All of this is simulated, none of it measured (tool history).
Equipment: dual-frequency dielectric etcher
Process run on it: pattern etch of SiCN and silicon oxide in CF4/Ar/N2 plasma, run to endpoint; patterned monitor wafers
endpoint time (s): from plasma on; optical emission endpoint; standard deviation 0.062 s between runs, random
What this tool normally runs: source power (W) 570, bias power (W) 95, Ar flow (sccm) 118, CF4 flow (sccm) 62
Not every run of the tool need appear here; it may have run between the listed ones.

run,hour,source power (W),bias power (W),Ar flow (sccm),CF4 flow (sccm),"incoming incoming film thickness, nm",endpoint time (s)
1,0,570,95,118,62,13.01,11.5
# hour 25.9: wet clean of the chamber
2,71.8,570,95,118,62,12.92,11.6
3,97.6,570,95,118,62,12.84,11.6
4,126.9,570,95,118,62,13.01,11.9
5,191.2,570,95,118,62,12.89,11.5
6,236.7,570,80,139,62,12.9,12.3
7,299.6,570,80,139,62,12.93,12.4
8,362.4,570,80,139,62,12.9,12.2
# hour 443.9: upper electrode replaced
9,444.4,620,95,118,62,13.01,10.5
10,511.4,620,95,118,62,12.96,10.4
# hour 545.3: wet clean of the chamber
11,546.4,430,95,118,62,12.85,15.4
12,589.6,450,114,138,73,13.02,13.8
# hour 680.7: Ar flow controller replaced
13,735,490,95,105,72,12.8,12.5

Forecast run 14:
# hour 789.5: wet clean of the chamber, repeated, since the last time left the tool worse
14,791.8,520,117,103,54,12.96,?

endpoint time (s): 12.4
On a tool with no hidden condition, and with the same random variation, this run would have come out at endpoint time (s) 12.4.

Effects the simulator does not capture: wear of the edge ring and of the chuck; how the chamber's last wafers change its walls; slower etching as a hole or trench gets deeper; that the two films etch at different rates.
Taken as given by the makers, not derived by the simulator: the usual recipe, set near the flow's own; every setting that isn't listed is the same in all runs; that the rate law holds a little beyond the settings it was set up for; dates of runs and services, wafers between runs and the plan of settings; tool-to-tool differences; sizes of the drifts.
